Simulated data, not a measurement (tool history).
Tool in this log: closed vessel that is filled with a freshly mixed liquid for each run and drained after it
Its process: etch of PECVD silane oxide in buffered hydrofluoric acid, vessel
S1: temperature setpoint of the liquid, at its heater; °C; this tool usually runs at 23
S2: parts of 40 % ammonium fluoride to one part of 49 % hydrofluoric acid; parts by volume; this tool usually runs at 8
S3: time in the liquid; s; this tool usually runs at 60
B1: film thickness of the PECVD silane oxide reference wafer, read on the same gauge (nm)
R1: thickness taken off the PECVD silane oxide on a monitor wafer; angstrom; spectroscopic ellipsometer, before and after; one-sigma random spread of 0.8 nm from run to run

run     day    S1    S2  S3     B1      R1
  1       0    23     8  60  89.99    1377
  2   0.608    23     8  60  90.01  1387.6
  3   1.338    23     8  60  90.03  1373.8
  4   2.212    23   8.5  60  89.98  1294.1
  5   3.417    23     8  60     90  1385.7
  6   6.367    23     8  60  89.99    1397
  7   7.233    21     8  60     90  1275.3
  8   8.346    23     8  60     90  1414.5
  9  10.104    23     8  60  90.01  1425.5
 10    11.5    23     8  60  89.96  1423.9
 11  12.604  25.5     6  80  90.01  2861.8
     13.883  -- gauge calibrated
 12  13.979    23     8  60  90.01  1432.3
     15.521  -- hydrofluoric acid flow meter replaced
 13  16.175  24.5  10.5  45  89.99   943.9
 14  16.821    23     8  60     90  1526.5
     18.096  -- thermometer replaced
 15  18.154    23     8  70  90.01  1784.1
 16  19.533    21    10  90  89.98  1607.2
     22.033  -- hydrofluoric acid flow meter replaced, repeated, since the last time left the tool worse
 17  22.683    23     7  85  89.99  2175.8
 18  23.196    23     8  60     90  1316.5
 19  24.479    23     8  60     90  1336.5
 20  25.408    23   9.5  60  90.01  1134.2
 21  26.483    26     9  80  90.01  1865.2

Branching from run 21: 5 alternative next runs. What would each branch give?
  A  26.512    23   8  60   ?   ?
  B  26.512  27.5   8  60   ?   ?
  C  26.512    23  11  95   ?   ?
  D  26.512    18  11  50   ?   ?
  E  26.512  18.5   8  90   ?   ?

run     B1      R1
  A  89.98  1346.3
  B  89.98  1716.8
  C  89.98    1597
  D  89.98   635.8
  E  89.98    1572
Stripped of hidden state, with their random variation kept, the same runs would have yielded:
run      R1
  A    1321
  B  1684.6
  C  1569.9
  D     625
  E  1542.4
